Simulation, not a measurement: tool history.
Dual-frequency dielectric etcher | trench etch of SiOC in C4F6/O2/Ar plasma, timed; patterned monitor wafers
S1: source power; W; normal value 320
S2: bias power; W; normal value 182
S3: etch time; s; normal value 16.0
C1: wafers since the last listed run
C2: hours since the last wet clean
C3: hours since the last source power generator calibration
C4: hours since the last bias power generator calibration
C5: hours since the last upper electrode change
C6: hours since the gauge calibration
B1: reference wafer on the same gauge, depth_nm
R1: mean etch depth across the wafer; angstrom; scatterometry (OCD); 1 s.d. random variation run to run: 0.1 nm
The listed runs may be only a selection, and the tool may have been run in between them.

run,hour,S1,S2,S3,C1,C2,C3,C4,C5,C6,B1,R1
1,0.0,340,182,16.0,0,508.3,2426.5,1963.9,3556.3,111.2,33.83,308.3
# hour 29.5: wet clean of the chamber
2,30.0,340,182,16.0,88,0.5,2456.5,1993.9,3586.3,141.2,33.81,317.1
3,51.1,320,182,16.0,310,21.6,2477.6,2015.0,3607.4,162.3,33.79,306.4
4,76.8,320,182,16.0,378,47.3,2503.3,2040.7,3633.1,188.0,33.79,306.6
5,106.5,320,182,16.0,437,77.0,2533.0,2070.4,3662.8,217.7,33.78,306.1
6,136.1,320,182,16.0,435,106.6,2562.6,2100.0,3692.4,247.3,33.80,304.4
7,157.0,320,182,16.0,307,127.5,2583.5,2120.9,3713.3,268.2,33.79,303.7
8,191.0,320,156,16.0,500,161.5,2617.5,2154.9,3747.3,302.2,33.80,295.0
9,211.0,320,156,16.0,294,181.5,2637.5,2174.9,3767.3,322.2,33.80,292.3
# hour 239.8: bias power generator calibrated
# hour 263.2: upper electrode replaced
10,263.7,370,182,16.0,373,234.2,2690.2,23.9,0.5,374.9,33.81,323.5
11,265.2,370,182,16.0,22,235.7,2691.7,25.4,2.0,376.4,33.81,323.9
12,280.8,340,214,16.0,229,251.3,2707.3,41.0,17.6,392.0,33.83,322.7
13,312.3,340,214,16.0,463,282.8,2738.8,72.5,49.1,423.5,33.81,322.1
14,337.6,320,182,16.0,372,308.1,2764.1,97.8,74.4,448.8,33.81,300.4
15,358.7,350,137,12.0,310,329.2,2785.2,118.9,95.5,469.9,33.80,221.4
16,372.5,320,182,16.0,203,343.0,2799.0,132.7,109.3,483.7,33.80,301.6
17,405.3,380,182,14.0,482,375.8,2831.8,165.5,142.1,516.5,33.81,283.3
18,488.2,320,182,16.0,1219,458.7,2914.7,248.4,225.0,599.4,33.77,295.6
# hour 493.7: gauge calibrated
# hour 511.6: source power generator calibrated
# hour 515.6: wet clean of the chamber
19,516.1,390,182,11.0,293,0.5,4.5,276.3,252.9,22.4,33.81,232.5
20,520.4,320,149,16.0,63,4.8,8.8,280.6,257.2,26.7,33.81,295.6
21,540.2,260,154,16.0,291,24.6,28.6,300.4,277.0,46.5,33.79,267.0
22,569.1,320,182,17.5,425,53.5,57.5,329.3,305.9,75.4,33.80,338.2
23,590.1,260,198,16.0,309,74.5,78.5,350.3,326.9,96.4,33.81,282.2
24,620.4,320,182,17.5,445,104.8,108.8,380.6,357.2,126.7,33.81,333.4
25,632.6,320,156,16.0,179,117.0,121.0,392.8,369.4,138.9,33.80,296.3
26,655.6,270,166,20.5,338,140.0,144.0,415.8,392.4,161.9,33.79,355.4

Forecast each of these 4 alternatives for the next run:
A,656.0,320,182,16.0,5,140.4,144.4,416.2,392.8,162.3,?,?
B,656.0,250,221,12.5,5,140.4,144.4,416.2,392.8,162.3,?,?
C,656.0,350,145,20.5,5,140.4,144.4,416.2,392.8,162.3,?,?
D,656.0,380,159,14.5,5,140.4,144.4,416.2,392.8,162.3,?,?

run,B1,R1
A,33.80,306.3
B,33.80,221.8
C,33.80,390.5
D,33.80,292.5
The same runs, with their run-to-run variation unchanged, on a tool lacking any hidden condition would have given:
run,R1
A,310.0
B,224.4
C,395.1
D,296.0
